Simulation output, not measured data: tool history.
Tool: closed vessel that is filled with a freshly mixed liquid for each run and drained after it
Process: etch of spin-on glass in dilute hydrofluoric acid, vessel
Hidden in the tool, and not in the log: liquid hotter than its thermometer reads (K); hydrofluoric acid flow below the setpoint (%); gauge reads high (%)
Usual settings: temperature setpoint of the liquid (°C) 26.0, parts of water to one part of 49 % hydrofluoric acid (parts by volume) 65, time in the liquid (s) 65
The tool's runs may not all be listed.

run	hour	temperature setpoint of the liquid (°C)	parts of water to one part of 49 % hydrofluoric acid (parts by volume)	time in the liquid (s)	wafers since the last listed run	hours since the thermometer was replaced	hours since the hydrofluoric acid flow meter was replaced	hours since the gauge calibration	read-back film thickness of the spin-on glass reference wafer, read on the same gauge (nm)	thickness taken off the spin-on glass on a monitor wafer (angstrom)
1	0.0	26.0	65	90	0	747.8	294.3	1081.9	129.99	610.0
2	52.1	23.5	65	65	7306	799.9	346.4	1134.0	129.99	393.2
3	104.0	26.0	65	65	7278	851.8	398.3	1185.9	129.98	432.2
4	131.0	26.0	65	80	3786	878.8	425.3	1212.9	130.02	540.6
# hour 145.7: hydrofluoric acid flow meter replaced
5	157.9	26.0	65	35	3632	905.7	12.2	1239.8	130.00	237.5
6	211.3	26.0	65	35	7488	959.1	65.6	1293.2	130.01	236.5
7	268.9	26.0	65	65	8078	1016.7	123.2	1350.8	129.97	439.4
8	340.7	26.0	65	65	10069	1088.5	195.0	1422.6	130.00	447.7
9	400.2	26.0	65	65	8344	1148.0	254.5	1482.1	130.00	448.9
10	450.3	27.5	65	40	7026	1198.1	304.6	1532.2	130.00	290.3
11	476.8	26.0	65	75	3716	1224.6	331.1	1558.7	129.98	516.1
12	541.8	26.0	65	75	9115	1289.6	396.1	1623.7	129.99	521.5
13	576.8	26.0	65	65	4908	1324.6	431.1	1658.7	129.99	441.6
14	629.2	26.0	65	65	7348	1377.0	483.5	1711.1	129.99	448.3
# hour 637.8: hydrofluoric acid flow meter replaced
15	697.9	26.0	65	65	9494	1445.7	60.1	1779.8	130.00	454.0
16	740.1	26.0	65	65	5918	1487.9	102.3	1822.0	129.99	455.5
# hour 760.0: thermometer replaced
17	781.7	26.0	65	65	5693	21.7	143.9	1863.6	130.00	468.7
18	847.3	26.0	65	65	9199	87.3	209.5	1929.2	130.01	477.0
19	902.8	30.0	65	65	7783	142.8	265.0	1984.7	129.99	562.2
20	932.3	26.0	65	95	4137	172.3	294.5	2014.2	129.98	698.9
21	970.0	26.0	65	65	5287	210.0	332.2	2051.9	130.01	490.8
# hour 984.0: thermometer replaced, repeated, since the last time left the tool worse
# hour 1038.5: gauge calibrated
22	1052.2	26.0	80	65	11387	68.2	414.4	13.7	130.02	333.6
# hour 1084.3: hydrofluoric acid flow meter replaced
23	1085.5	26.0	90	35	4529	101.5	1.2	47.0	130.01	160.4
24	1146.0	26.0	65	105	8484	162.0	61.7	107.5	130.02	691.8
25	1182.0	26.0	90	65	5048	198.0	97.7	143.5	129.98	305.5
26	1224.6	28.5	45	45	5974	240.6	140.3	186.1	129.96	483.9
27	1256.9	21.5	55	95	4529	272.9	172.6	218.4	130.01	628.7
28	1300.2	26.0	65	85	6072	316.2	215.9	261.7	129.97	566.6
29	1366.9	26.0	95	80	9354	382.9	282.6	328.4	130.01	352.8
30	1401.8	26.0	65	65	4894	417.8	317.5	363.3	130.00	438.8
31	1464.4	26.0	65	65	8779	480.4	380.1	425.9	130.02	429.0
32	1526.1	30.5	75	105	8653	542.1	441.8	487.6	130.03	710.3
33	1570.2	28.0	65	95	6184	586.2	485.9	531.7	130.03	698.5

Hidden state or all else? Some run-to-run changes of thickness taken off the spin-on glass on a monitor wafer (angstrom), split into what the settings, what came in and random variation would give without the hidden state, and what is left for the hidden state (with any gauge scatter that isn't in both results):
Run 4 -> 5: time in the liquid (s) 80 -> 35, hydrofluoric acid flow meter replaced. thickness taken off the spin-on glass on a monitor wafer (angstrom) -303.1: hidden state -10.8, all else -292.3.
Run 16 -> 17: thermometer replaced. thickness taken off the spin-on glass on a monitor wafer (angstrom) +13.2: hidden state +25.5, all else -12.3.
Run 20 -> 21: time in the liquid (s) 95 -> 65. thickness taken off the spin-on glass on a monitor wafer (angstrom) -208.1: hidden state -24.0, all else -184.1.
Run 21 -> 22: parts of water to one part of 49 % hydrofluoric acid (parts by volume) 65 -> 80, thermometer replaced, repeated, since the last time left the tool worse, gauge calibrated. thickness taken off the spin-on glass on a monitor wafer (angstrom) -157.2: hidden state -56.6, all else -100.6.
Run 23 -> 24: parts of water to one part of 49 % hydrofluoric acid (parts by volume) 90 -> 65, time in the liquid (s) 35 -> 105. thickness taken off the spin-on glass on a monitor wafer (angstrom) +531.4: hidden state +6.0, all else +525.4.
Run 24 -> 25: parts of water to one part of 49 % hydrofluoric acid (parts by volume) 65 -> 90, time in the liquid (s) 105 -> 65. thickness taken off the spin-on glass on a monitor wafer (angstrom) -386.3: hidden state -3.7, all else -382.6.

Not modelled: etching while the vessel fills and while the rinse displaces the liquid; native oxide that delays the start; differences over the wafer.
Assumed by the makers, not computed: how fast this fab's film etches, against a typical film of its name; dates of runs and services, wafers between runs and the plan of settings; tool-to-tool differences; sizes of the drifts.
